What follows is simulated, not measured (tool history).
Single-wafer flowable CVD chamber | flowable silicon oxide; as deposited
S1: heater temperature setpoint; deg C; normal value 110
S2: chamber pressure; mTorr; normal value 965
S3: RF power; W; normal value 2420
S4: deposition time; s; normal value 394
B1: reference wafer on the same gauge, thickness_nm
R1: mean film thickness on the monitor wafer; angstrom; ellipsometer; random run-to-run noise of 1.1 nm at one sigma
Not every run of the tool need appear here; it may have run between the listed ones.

run	day	S1	S2	S3	S4	B1	R1
1	0	110	965	2420	394	247.944	2564.94
2	0.454	110	965	2420	334	247.838	2188.87
3	0.821	110	965	2420	334	247.986	2169.17
4	1.129	110	965	2420	334	248.056	2174.03
5	1.429	110	965	2420	394	248.024	2567.6
# day 2.046: showerhead replaced, of another model than before
6	2.142	110	965	2420	394	247.96	2575.42
7	2.45	110	965	2420	394	248.044	2561.29
8	2.933	110	965	2420	394	248.152	2572.5
9	3.45	99	1121	2840	394	248.233	4057.8
10	4.012	110	846	2800	438	248.155	2624.79
11	4.558	110	965	2420	394	247.951	2609.12
12	5.175	110	1180	2840	394	247.831	3099.51
13	5.833	123	1040	2420	394	248.1	1933.5
14	6.221	110	965	2645	394	247.953	2603.76
# day 6.9: gauge calibrated
15	6.908	110	740	2420	461	248.216	2492.05
16	7.333	110	809	2420	394	247.981	2280.35
17	7.996	110	965	2890	431	247.981	2892.6
# day 8.346: capacitance manometer re-zeroed and calibrated
# day 8.429: thermocouple changed; heater temperature recalibrated
# day 8.592: RF generator calibrated
18	8.612	110	965	1985	394	247.928	2402.53
19	10.562	110	856	2420	394	248.001	2231.18
20	11.158	110	965	2420	394	248.036	2453.9
21	11.738	110	965	2640	394	248.018	2445.59
22	12.35	115	1122	2220	368	247.926	2200.32
23	12.754	110	965	2420	334	248.151	2067.73
24	13.475	110	965	2280	394	248.012	2434.44
25	14.15	110	965	2420	394	247.838	2434.91
26	14.442	110	965	2420	394	248.103	2431.73
27	14.821	110	834	2210	463	247.87	2549.95
28	15.25	122	788	2420	394	247.979	1511.92

Exercise: give the hidden state of the tool at every run:
delivered RF power above the setpoint (%): 0 across all the runs
true pressure above the setpoint (%): 0 across all the runs
gauge reads high (%): 0 across all the runs
H1: wafer temperature above the value expected at the setpoint (K)
run	H1
1	-2.15
2	-2.19
3	-2.22
4	-2.24
5	-2.26
6	-2.32
7	-2.35
8	-2.38
9	-2.43
10	-2.47
11	-2.52
12	-2.57
13	-2.63
14	-2.66
15	-2.72
16	-2.75
17	-2.81
18	-0.436
19	-0.438
20	-0.44
21	-0.442
22	-0.444
23	-0.446
24	-0.45
25	-0.454
26	-0.456
27	-0.459
28	-0.462
